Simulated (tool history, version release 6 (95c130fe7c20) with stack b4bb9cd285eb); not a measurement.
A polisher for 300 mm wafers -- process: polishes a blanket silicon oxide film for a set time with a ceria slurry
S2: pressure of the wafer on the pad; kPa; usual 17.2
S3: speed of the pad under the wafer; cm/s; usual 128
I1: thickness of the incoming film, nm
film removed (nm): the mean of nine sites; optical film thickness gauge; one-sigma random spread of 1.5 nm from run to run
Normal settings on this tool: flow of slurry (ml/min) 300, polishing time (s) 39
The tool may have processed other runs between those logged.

Run 1, hour 0.0: usual settings but flow of slurry (ml/min) 240, S3 94 cm/s; I1 845.7. Result: film removed (nm) 101.1.
Run 2, hour 10.6: usual settings but flow of slurry (ml/min) 240, S3 94 cm/s; I1 841.0. Result: film removed (nm) 103.3.
At hour 18.1: worn pad replaced by a new one.
Run 3, hour 19.6: usual settings; I1 867.1. Result: film removed (nm) 146.4.
Run 4, hour 31.3: usual settings; I1 850.0. Result: film removed (nm) 145.2.
Run 5, hour 38.8: usual settings; I1 843.9. Result: film removed (nm) 142.5.
Run 6, hour 49.8: usual settings but S2 14.5 kPa; I1 864.3. Result: film removed (nm) 129.0.
Run 7, hour 72.1: usual settings but S2 14.5 kPa; I1 840.6. Result: film removed (nm) 127.5.
At hour 85.7: slurry nozzle cleaned.
Run 8, hour 87.1: usual settings but S2 14.5 kPa; I1 855.7. Result: film removed (nm) 124.9.
Run 9, hour 95.8: usual settings but S2 18.6 kPa, S3 102 cm/s; I1 849.8. Result: film removed (nm) 118.0.
At hour 132.5: worn pad replaced by a new one.
At hour 136.3: head pressure recalibrated.
Run 10, hour 140.1: usual settings but flow of slurry (ml/min) 240, S3 94 cm/s; I1 860.4. Result: film removed (nm) 105.1.
Run 11, hour 148.4: usual settings; I1 842.3. Result: film removed (nm) 145.1.
Run 12, hour 164.0: usual settings but S2 22.8 kPa; I1 848.5. Result: film removed (nm) 174.3.
Run 13, hour 193.3: usual settings but flow of slurry (ml/min) 385, S2 20.7 kPa, S3 142 cm/s; I1 854.0. Result: film removed (nm) 179.3.
Run 14, hour 202.9: usual settings but S3 90 cm/s; I1 861.7. Result: film removed (nm) 101.7.
Run 15, hour 214.9: usual settings but flow of slurry (ml/min) 380, S2 13.1 kPa, S3 166 cm/s, polishing time (s) 49; I1 858.0. Result: film removed (nm) 193.8.
Run 16, hour 232.5: usual settings but S3 102 cm/s; I1 847.0. Result: film removed (nm) 109.6.
At hour 238.8: worn pad replaced by a new one.
Run 17, hour 245.3: usual settings but S2 23.4 kPa, S3 94 cm/s; I1 846.8. Result: film removed (nm) 134.1.
Run 18, hour 257.5: usual settings but flow of slurry (ml/min) 370, S2 11.7 kPa, polishing time (s) 50; I1 838.4. Result: film removed (nm) 146.7.

Alternative continuations, all from the tool just after run 18; predict every row:
Run A, hour 257.9: usual settings; I1 849.9. Result: film removed (nm) ?.
Run B, hour 257.9: usual settings but flow of slurry (ml/min) 250, S3 156 cm/s; I1 849.9. Result: film removed (nm) ?.
Run C, hour 257.9: usual settings but polishing time (s) 34; I1 849.9. Result: film removed (nm) ?.
Run D, hour 257.9: usual settings but flow of slurry (ml/min) 220, S2 20.0 kPa, S3 100 cm/s, polishing time (s) 32; I1 849.9. Result: film removed (nm) ?.
Run E, hour 257.9: usual settings but flow of slurry (ml/min) 325; I1 849.9. Result: film removed (nm) ?.

run  film removed (nm)
  A              145.8
  B              174.9
  C              127.1
  D              102.9
  E              146.4
Without the tool's hidden state the same runs would have given:
run  film removed (nm)
  A              147.7
  B              177.2
  C              128.8
  D              104.3
  E              148.3
